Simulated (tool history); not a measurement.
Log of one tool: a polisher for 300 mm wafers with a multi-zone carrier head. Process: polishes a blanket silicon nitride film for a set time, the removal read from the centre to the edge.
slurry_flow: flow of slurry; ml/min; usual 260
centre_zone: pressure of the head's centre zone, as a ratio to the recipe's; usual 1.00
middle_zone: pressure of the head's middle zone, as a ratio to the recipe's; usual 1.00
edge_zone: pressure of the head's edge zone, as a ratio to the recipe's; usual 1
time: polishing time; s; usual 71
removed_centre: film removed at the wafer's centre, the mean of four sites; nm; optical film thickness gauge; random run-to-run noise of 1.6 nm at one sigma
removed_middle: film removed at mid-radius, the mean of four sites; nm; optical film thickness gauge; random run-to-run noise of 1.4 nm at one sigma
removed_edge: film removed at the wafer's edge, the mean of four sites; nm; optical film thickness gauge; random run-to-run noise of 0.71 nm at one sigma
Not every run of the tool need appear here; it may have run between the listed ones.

run	hour	slurry_flow	centre_zone	middle_zone	edge_zone	time	wafers since the last listed run	wafers polished on this pad	hours since the slurry nozzle was cleaned	hours since the centre zone pressure was calibrated	hours since the edge zone pressure was calibrated	hours since the carrier head's membrane was replaced	incoming thickness of the incoming film, nm	removed_centre	removed_middle	removed_edge
1	0.0	260	1.09	1.00	1	71	0	1118	290.4	372.1	810.3	1799.6	559.2	113.4	102.3	102.4
# hour 7.1: worn pad replaced by a new one
# hour 10.9: slurry nozzle cleaned
2	35.0	260	1.09	1.00	1	71	362	324	24.1	407.1	845.3	1834.6	560.1	117.6	108.6	106.2
3	49.4	260	1.00	1.00	1	71	173	498	38.5	421.5	859.7	1849.0	566.4	107.0	104.8	105.7
4	74.5	260	1.00	1.00	1	71	303	801	63.6	446.6	884.8	1874.1	563.4	106.0	102.4	102.6
# hour 85.9: worn pad replaced by a new one
5	99.6	260	1.00	1.00	1	71	254	164	88.7	471.7	909.9	1899.2	565.0	116.6	108.7	111.0
6	135.0	260	1.00	1.00	1	71	427	592	124.1	507.1	945.3	1934.6	564.2	107.2	102.8	104.1
# hour 143.9: carrier head's membrane replaced by a new one
# hour 169.8: worn pad replaced by a new one
7	170.3	260	1.00	1.00	1	71	317	6	159.4	542.4	980.6	26.4	548.4	118.1	117.3	115.0
8	198.5	260	1.00	1.00	1	71	340	346	187.6	570.6	1008.8	54.6	549.5	110.8	106.5	105.8
9	218.9	325	1.00	1.00	1	71	246	593	208.0	591.0	1029.2	75.0	561.0	107.9	102.5	105.3

Run 10 has not been measured yet. What should we expect?
10	233.8	260	1.03	0.88	1	71	179	772	222.9	605.9	1044.1	89.9	557.4	?	?	?

Run 10 came out at removed_centre 111.2 nm, removed_middle 93.7 nm, removed_edge 103.0 nm.
With no hidden state in the tool, this same run would have given removed_centre 126.2 nm, removed_middle 106.3 nm, removed_edge 116.9 nm.

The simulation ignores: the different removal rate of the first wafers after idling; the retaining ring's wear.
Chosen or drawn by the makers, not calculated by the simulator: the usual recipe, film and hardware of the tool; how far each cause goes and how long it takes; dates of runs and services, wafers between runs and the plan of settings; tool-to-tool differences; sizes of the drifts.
